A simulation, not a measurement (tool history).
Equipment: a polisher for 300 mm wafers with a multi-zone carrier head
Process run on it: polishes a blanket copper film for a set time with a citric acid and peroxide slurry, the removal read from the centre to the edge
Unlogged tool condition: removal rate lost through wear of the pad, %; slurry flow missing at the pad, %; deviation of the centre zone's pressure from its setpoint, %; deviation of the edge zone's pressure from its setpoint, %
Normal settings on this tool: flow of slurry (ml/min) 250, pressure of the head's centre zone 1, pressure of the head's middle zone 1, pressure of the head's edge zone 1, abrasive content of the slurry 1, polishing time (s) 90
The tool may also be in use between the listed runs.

run,day,flow of slurry (ml/min),pressure of the head's centre zone,pressure of the head's middle zone,pressure of the head's edge zone,abrasive content of the slurry,polishing time (s),wafers since the last listed run,wafers polished on this pad,hours since the slurry nozzle was cleaned,hours since the centre zone pressure was calibrated,hours since the edge zone pressure was calibrated,hours since the carrier head's membrane was replaced,"incoming thickness of the incoming film, nm",film removed at the wafer's centre (Å),film removed at mid-radius (Å),film removed at the wafer's edge (Å)
1,0,250,1,1,1,1,90,0,346,489.6,166.6,906.3,645.5,1137.4,3104,3228,3245
2,1.883,250,1,1,1,1,90,381,727,534.8,211.8,951.5,690.7,1122.8,3100,3214,3074
# day 4.358: edge zone pressure recalibrated
3,5.179,250,1,1,1,1,90,650,1377,613.9,290.9,19.7,769.8,1119.3,3057,3231,3121
4,7.55,250,1,1,0.94,1,90,479,1857,670.8,347.8,76.6,826.7,1129.2,3004,3093,3000
5,9.246,190,1,1,1,1,90,343,2200,711.5,388.5,117.3,867.4,1130.6,2739,2951,2882
6,10.983,190,1,1,1,1,90,351,2552,753.2,430.2,159,909.1,1129.8,2725,2890,2875
# day 13.233: worn pad replaced by a new one
7,14.425,190,1,1,1,1,90,662,241,835.8,512.8,241.6,991.7,1128.8,2654,2844,2836
8,18.646,250,1,0.93,1,1,90,854,1095,937.1,614.1,342.9,1093,1130.2,2825,2856,2956
# day 19.746: slurry nozzle cleaned
9,22.358,250,1,0.93,1,1,90,742,1838,62.7,703.2,432,1182.1,1136.5,3269,3182,3302
# day 26.254: centre zone pressure recalibrated
10,26.496,250,0.9,1,1,0.85,100,820,2658,162,5.8,531.3,1281.4,1124.6,3116,3642,3445
# day 28.942: worn pad replaced by a new one
11,29.838,185,1,1,1,1.2,90,642,181,242.2,86,611.5,1361.6,1150.3,3144,3260,3186
12,31.796,300,1,1,1,1,90,396,577,289.2,133,658.5,1408.6,1132.3,3297,3415,3233
13,34.65,250,1.06,0.94,1,1,90,577,1155,357.7,201.5,727,1477.1,1133.2,3363,3186,3211
14,37.817,250,1,1,1,1,90,640,1796,433.7,277.5,803,1553.1,1129.3,3193,3234,3204
# day 38.704: carrier head's membrane replaced by a new one
# day 41.508: worn pad replaced by a new one
# day 42.2: edge zone pressure recalibrated
15,46.808,250,1,1,1,1,90,1726,1055,649.5,493.3,110.6,194.5,1148,3066,3168,3160
16,48.783,190,1,1.06,1.1,1.2,90,399,1455,696.9,540.7,158,241.9,1139.8,2888,3101,3246
# day 52.012: slurry nozzle cleaned
17,53.046,250,1,1,1.03,1,59,854,2309,24.8,643,260.3,344.2,1109.7,2139,2200,2129
# day 54.462: worn pad replaced by a new one
18,57.75,250,1,1,1,1,90,918,665,137.7,755.9,373.2,457.1,1142.7,3188,3362,3272
19,60.992,310,1,1.04,1,1.3,80,656,1321,215.5,833.7,451,534.9,1136.9,3104,3249,3075
20,63.158,335,1,0.96,1,1,90,438,1759,267.5,885.7,503,586.9,1124.4,3283,3250,3290

Below are 5 alternative next runs, each starting from the tool's condition after run 20. Predict each:
A,63.175,250,1,1,1,1,90,3,1763,267.9,886.1,503.4,587.3,1120.6,?,?,?
B,63.175,325,1,1,1,0.75,90,3,1763,267.9,886.1,503.4,587.3,1120.6,?,?,?
C,63.175,250,1,1,1,1.1,90,3,1763,267.9,886.1,503.4,587.3,1120.6,?,?,?
D,63.175,200,1,1,1,1,101,3,1763,267.9,886.1,503.4,587.3,1120.6,?,?,?
E,63.175,225,1,1,1,1,90,3,1763,267.9,886.1,503.4,587.3,1120.6,?,?,?

run,film removed at the wafer's centre (Å),film removed at mid-radius (Å),film removed at the wafer's edge (Å)
A,3176,3295,3205
B,3117,3220,3104
C,3240,3361,3270
D,3405,3550,3491
E,3113,3236,3163
Stripped of hidden state, with their random variation kept, the same runs would have yielded:
run,film removed at the wafer's centre (Å),film removed at mid-radius (Å),film removed at the wafer's edge (Å)
A,3284,3395,3277
B,3196,3294,3158
C,3350,3464,3343
D,3554,3688,3590
E,3232,3347,3242
